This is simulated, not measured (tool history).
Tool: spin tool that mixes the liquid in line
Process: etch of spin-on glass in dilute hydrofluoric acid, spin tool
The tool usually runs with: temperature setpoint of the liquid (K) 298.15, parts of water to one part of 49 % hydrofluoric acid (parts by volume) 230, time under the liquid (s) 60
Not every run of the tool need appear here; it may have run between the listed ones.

| run | day | temperature setpoint of the liquid (K) | parts of water to one part of 49 % hydrofluoric acid (parts by volume) | time under the liquid (s) | wafers since the last listed run | hours since the thermometer was replaced | hours since the hydrofluoric acid flow meter was replaced | hours since the gauge calibration | read-back film thickness of the spin-on glass reference wafer, read on the same gauge (nm) | thickness taken off the spin-on glass on a monitor wafer (angstrom) |
|---|---|---|---|---|---|---|---|---|---|---|
| 1 | 0 | 298.15 | 175 | 40 | 0 | 1296.4 | 1350.8 | 687.4 | 40 | 97.9 |
| 2 | 1.521 | 298.15 | 175 | 40 | 353 | 1332.9 | 1387.3 | 723.9 | 39.99 | 99.2 |
| 3 | 4.583 | 298.15 | 230 | 60 | 712 | 1406.4 | 1460.8 | 797.4 | 40 | 105 |
| 4 | 7.15 | 298.15 | 230 | 60 | 597 | 1468 | 1522.4 | 859 | 40 | 108 |
| 5 | 8.854 | 298.15 | 230 | 45 | 396 | 1508.9 | 1563.3 | 899.9 | 40.02 | 80.1 |
| 6 | 12.571 | 298.15 | 230 | 45 | 864 | 1598.1 | 1652.5 | 989.1 | 40.02 | 77.7 |
| 7 | 18.058 | 298.15 | 230 | 45 | 1276 | 1729.8 | 1784.2 | 1120.8 | 39.97 | 78.6 |
| 8 | 20.992 | 298.15 | 230 | 60 | 682 | 1800.2 | 1854.6 | 1191.2 | 40 | 103.6 |
|  | 22.392 | gauge calibrated |
| 9 | 22.692 | 298.15 | 230 | 60 | 395 | 1841 | 1895.4 | 7.2 | 39.99 | 105.5 |
| 10 | 25.892 | 298.15 | 230 | 60 | 744 | 1917.8 | 1972.2 | 84 | 40.01 | 104.7 |
| 11 | 29.542 | 298.15 | 180 | 60 | 849 | 2005.4 | 2059.8 | 171.6 | 40.01 | 139.6 |
|  | 30.504 | thermometer replaced |
| 12 | 31.246 | 298.15 | 230 | 60 | 386 | 17.8 | 2100.7 | 212.5 | 39.97 | 112 |
|  | 31.929 | hydrofluoric acid flow meter replaced |
| 13 | 33.221 | 298.15 | 230 | 60 | 449 | 65.2 | 31 | 259.9 | 39.98 | 109.8 |
| 14 | 34.904 | 298.15 | 330 | 40 | 391 | 105.6 | 71.4 | 300.3 | 39.99 | 46.9 |
| 15 | 37.104 | 298.15 | 185 | 60 | 511 | 158.4 | 124.2 | 353.1 | 40.02 | 143.2 |
| 16 | 38.833 | 300.65 | 305 | 95 | 402 | 199.9 | 165.7 | 394.6 | 40 | 132.4 |
| 17 | 41.425 | 298.15 | 230 | 60 | 602 | 262.1 | 227.9 | 456.8 | 39.99 | 108.9 |
| 18 | 43.942 | 302.15 | 180 | 95 | 585 | 322.5 | 288.3 | 517.2 | 40.01 | 270.1 |
| 19 | 47.629 | 298.15 | 230 | 60 | 857 | 411 | 376.8 | 605.7 | 40.01 | 109.4 |
| 20 | 49.529 | 298.15 | 290 | 90 | 441 | 456.6 | 422.4 | 651.3 | 40.03 | 123.1 |
| 21 | 51.658 | 298.15 | 180 | 40 | 495 | 507.7 | 473.5 | 702.4 | 39.98 | 97.8 |
| 22 | 53.683 | 298.15 | 230 | 60 | 471 | 556.3 | 522.1 | 751 | 40 | 110.3 |
|  | 62.912 | gauge calibrated |
| 23 | 62.971 | 296.65 | 195 | 45 | 2160 | 779.2 | 745 | 1.4 | 40.01 | 94.4 |
| 24 | 66.525 | 301.15 | 160 | 80 | 826 | 864.5 | 830.3 | 86.7 | 39.99 | 247.4 |
| 25 | 69.225 | 298.15 | 230 | 60 | 628 | 929.3 | 895.1 | 151.5 | 40.03 | 105.9 |
| 26 | 71.033 | 298.15 | 150 | 30 | 420 | 972.7 | 938.5 | 194.9 | 39.98 | 88.5 |
| 27 | 73.688 | 302.15 | 130 | 90 | 617 | 1036.4 | 1002.2 | 258.6 | 39.98 | 370.9 |

Predict each of these 5 candidate next runs independently; none follows another, all start after run 27:
| A | 73.704 | 298.15 | 230 | 60 | 3 | 1036.8 | 1002.6 | 259 | ? | ? |
| B | 73.704 | 296.15 | 230 | 60 | 3 | 1036.8 | 1002.6 | 259 | ? | ? |
| C | 73.704 | 295.65 | 300 | 35 | 3 | 1036.8 | 1002.6 | 259 | ? | ? |
| D | 73.704 | 302.65 | 230 | 35 | 3 | 1036.8 | 1002.6 | 259 | ? | ? |
| E | 73.704 | 302.15 | 175 | 75 | 3 | 1036.8 | 1002.6 | 259 | ? | ? |

| run | read-back film thickness of the spin-on glass reference wafer, read on the same gauge (nm) | thickness taken off the spin-on glass on a monitor wafer (angstrom) |
|---|---|---|
| A | 40.03 | 107 |
| B | 40.03 | 99.5 |
| C | 40.03 | 40.8 |
| D | 40.03 | 73.2 |
| E | 40.03 | 216.1 |
What these runs would have given with no unlogged condition in the tool:
| run | thickness taken off the spin-on glass on a monitor wafer (angstrom) |
|---|---|
| A | 110.9 |
| B | 103.2 |
| C | 42.3 |
| D | 75.7 |
| E | 223.9 |
